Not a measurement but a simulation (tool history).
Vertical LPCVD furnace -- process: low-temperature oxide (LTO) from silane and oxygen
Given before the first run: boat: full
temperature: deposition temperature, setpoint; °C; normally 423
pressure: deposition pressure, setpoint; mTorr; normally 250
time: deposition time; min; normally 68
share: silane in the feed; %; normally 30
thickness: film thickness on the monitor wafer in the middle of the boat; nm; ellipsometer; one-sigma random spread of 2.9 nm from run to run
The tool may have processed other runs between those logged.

run    hour  temperature  pressure  time  share  wafers since the last listed run  hours since the last temperature calibration  hours since the pressure gauge was zeroed  hours since the silane flow controller was replaced  hours since the gauge calibration  read-back reference wafer on the same gauge, thickness  thickness
  1       0          423       250    68     30                                 0                                        3315.3                                     1076.4                                                113.1                             1662.4                                                  598.36     650.03
  2    63.8          423       250    68     30                               653                                        3379.1                                     1140.2                                                176.9                             1726.2                                                  597.23      650.4
  3    96.7          423       275    68     30                               337                                          3412                                     1173.1                                                209.8                             1759.1                                                  598.52     715.28
  4   165.1          423       275    68     30                               701                                        3480.4                                     1241.5                                                278.2                             1827.5                                                  597.19     713.61
  5   226.9          423       275    68     30                               633                                        3542.2                                     1303.3                                                  340                             1889.3                                                  598.03     717.13
  6   267.3          423       250    68     30                               414                                        3582.6                                     1343.7                                                380.4                             1929.7                                                  597.73     643.06
  7   301.8          423       250    68     30                               353                                        3617.1                                     1378.2                                                414.9                             1964.2                                                  598.24     642.99
        347  -- thermocouples replaced and temperature profile calibrated
  8   347.5          423       250  49.5     34                               222                                           0.5                                     1423.9                                                460.6                             2009.9                                                  598.44     558.51
      384.4  -- pressure gauge zeroed
  9   390.7          429       250    68     30                               196                                          43.7                                        6.3                                                503.8                             2053.1                                                  597.58     705.45
      397.9  -- gauge calibrated
 10   437.7          431       250    94     30                               481                                          90.7                                       53.3                                                550.8                               39.8                                                  598.05    1001.78
 11   485.1          417       250    83     26                               485                                         138.1                                      100.7                                                598.2                               87.2                                                  598.77     608.44
 12   519.8          423       250    68     28                               355                                         172.8                                      135.4                                                632.9                              121.9                                                  597.38     598.97
 13   548.2          429       225    68     33                               291                                         201.2                                      163.8                                                661.3                              150.3                                                   598.4     717.14
 14   573.9          423       250    68     30                               263                                         226.9                                      189.5                                                  687                                176                                                  598.08     651.76
 15   600.9          423       200    54     30                               276                                         253.9                                      216.5                                                  714                                203                                                  597.95     415.67
 16   671.2          413       220    68     27                               720                                         324.2                                      286.8                                                784.3                              273.3                                                  597.75     438.24
 17   698.4          423       250    68     30                               278                                         351.4                                        314                                                811.5                              300.5                                                  598.54     652.02
 18   731.7          423       250    68     33                               341                                         384.7                                      347.3                                                844.8                              333.8                                                  597.83     744.41
 19   756.7          426       295    68     30                               256                                         409.7                                      372.3                                                869.8                              358.8                                                  598.11     800.47
 20   815.9          423       250    68     30                               606                                         468.9                                      431.5                                                  929                                418                                                  598.13     650.46
 21   878.1          423       250    68     30                               637                                         531.1                                      493.7                                                991.2                              480.2                                                   597.7     650.21
 22   930.7          423       290  90.5     30                               539                                         583.7                                      546.3                                               1043.8                              532.8                                                  597.92     1005.7
 23   985.7          423       250  83.5     30                               563                                         638.7                                      601.3                                               1098.8                              587.8                                                  598.29     797.74
 24  1013.3          423       310    68     30                               282                                         666.3                                      628.9                                               1126.4                              615.4                                                  598.36     804.25
 25  1078.1          423       250    44     30                               664                                         731.1                                      693.7                                               1191.2                              680.2                                                  598.17     417.52
 26  1126.3          412       265    68     30                               494                                         779.3                                      741.9                                               1239.4                              728.4                                                  597.79     609.73
 27  1194.7          417       250    83     26                               701                                         847.7                                      810.3                                               1307.8                              796.8                                                  597.56     593.85
 28  1239.7          418       275    68     30                               461                                         892.7                                      855.3                                               1352.8                              841.8                                                  598.12     671.26
 29  1298.2          423       250    68     30                               599                                         951.2                                      913.8                                               1411.3                              900.3                                                  597.96     646.26

Estimate the outcome of run 30 from the log above:
 30  1351.4          423       250    68     28                               545                                        1004.4                                        967                                               1464.5                              953.5                                                       ?          ?

read-back reference wafer on the same gauge, thickness: 597.84
thickness: 583.95 nm
With no hidden state in the tool, this same run would have given thickness 609.2 nm.

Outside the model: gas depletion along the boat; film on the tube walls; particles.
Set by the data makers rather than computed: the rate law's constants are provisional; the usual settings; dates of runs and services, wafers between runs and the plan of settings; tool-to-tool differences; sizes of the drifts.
